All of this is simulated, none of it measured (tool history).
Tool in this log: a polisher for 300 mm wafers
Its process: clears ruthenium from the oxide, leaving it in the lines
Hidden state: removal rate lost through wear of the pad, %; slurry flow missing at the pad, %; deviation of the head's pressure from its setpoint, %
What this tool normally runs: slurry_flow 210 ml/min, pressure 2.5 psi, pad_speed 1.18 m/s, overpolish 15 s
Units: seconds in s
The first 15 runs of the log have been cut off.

run    hour  slurry_flow  pressure  pad_speed  overpolish  wafers since the last listed run  wafers polished on this pad  hours since the slurry nozzle was cleaned  hours since the head pressure was calibrated  incoming thickness of the incoming film, nm  seconds
 16   417.6          145       3.3       1.32           9                               267                         2053                                      376.2                                         369.7                                        177.1     74.8
 17     449          210       2.5       1.18          15                               345                         2399                                      407.6                                         401.1                                        179.9    105.9
 18   462.3          275       2.5       1.18          15                               146                         2546                                      420.9                                         414.4                                        178.9    103.3
        487  -- worn pad replaced by a new one
 19   542.8          180       2.5       1.42          11                               842                          614                                      501.4                                         494.9                                        180.3     85.8
 20   650.4          210       2.5       1.18          15                              1185                         1800                                        609                                         602.5                                        177.7    103.3
      699.7  -- head pressure recalibrated
 21   739.8          210       2.5       1.06          15                               962                         2762                                      698.4                                          40.1                                        182.8    128.3
      753.1  -- worn pad replaced by a new one
 22   753.6          210       2.5       1.18          15                               107                            5                                      712.2                                          53.9                                        179.8    101.1
 23   781.2          210       1.9       1.18          15                               304                          309                                      739.8                                          81.5                                        179.6    132.4
      787.2  -- slurry nozzle cleaned
 24   795.8          210       2.5       1.18          15                               149                          458                                        8.6                                          96.1                                        180.7      105
 25     819          165       2.5       1.18          15                               255                          714                                       31.8                                         119.3                                          177    106.4
 26   834.1          260       2.5       1.18          15                               166                          880                                       46.9                                         134.4                                        177.2    102.2
 27   854.7          210       3.2       1.18           8                               226                         1107                                       67.5                                           155                                        182.2       85
 28   878.4          180       2.5       1.52          15                               261                         1368                                       91.2                                         178.7                                          181     83.3
 29   896.7          210       2.5       1.18          15                               201                         1570                                      109.5                                           197                                        177.5    104.9
 30     931          210       2.1       0.98          15                               377                         1948                                      143.8                                         231.3                                        178.9    149.9
 31   945.5          240       2.5       1.18          10                               159                         2107                                      158.3                                         245.8                                        180.1    104.8
 32   957.6          210       2.5       1.18          15                               133                         2241                                      170.4                                         257.9                                        179.9    107.5
 33   976.4          210       2.5       1.18          15                               207                         2448                                      189.2                                         276.7                                        182.4    107.9
 34  1011.1          275         3       1.02          10                               382                         2830                                      223.9                                         311.4                                        180.6    100.1
     1019.8  -- worn pad replaced by a new one
 35  1031.5          210       2.5       1.18          17                               180                          129                                      244.3                                         331.8                                          179     97.9
 36  1044.4          155       2.1       1.06          15                               142                          271                                      257.2                                         344.7                                        177.5      134
 37  1128.2          210       2.5       1.18          15                               923                         1194                                        341                                         428.5                                        181.1    104.2

4 options for the next run, each taken on its own from the tool as it stands now. Forecast them:
  A  1128.7          210       2.5       1.44          15                                 5                         1199                                      341.5                                           429                                        183.3        ?
  B  1128.7          175       2.5       1.08          15                                 5                         1199                                      341.5                                           429                                        183.3        ?
  C  1128.7          245       2.5       1.18          15                                 5                         1199                                      341.5                                           429                                        183.3        ?
  D  1128.7          210       2.1       1.18          15                                 5                         1199                                      341.5                                           429                                        183.3        ?

run  seconds
  A     86.2
  B    117.3
  C    103.6
  D    123.2
Without the tool's unlogged condition, the same runs would have read:
run  seconds
  A     86.2
  B    117.3
  C    103.6
  D    123.3
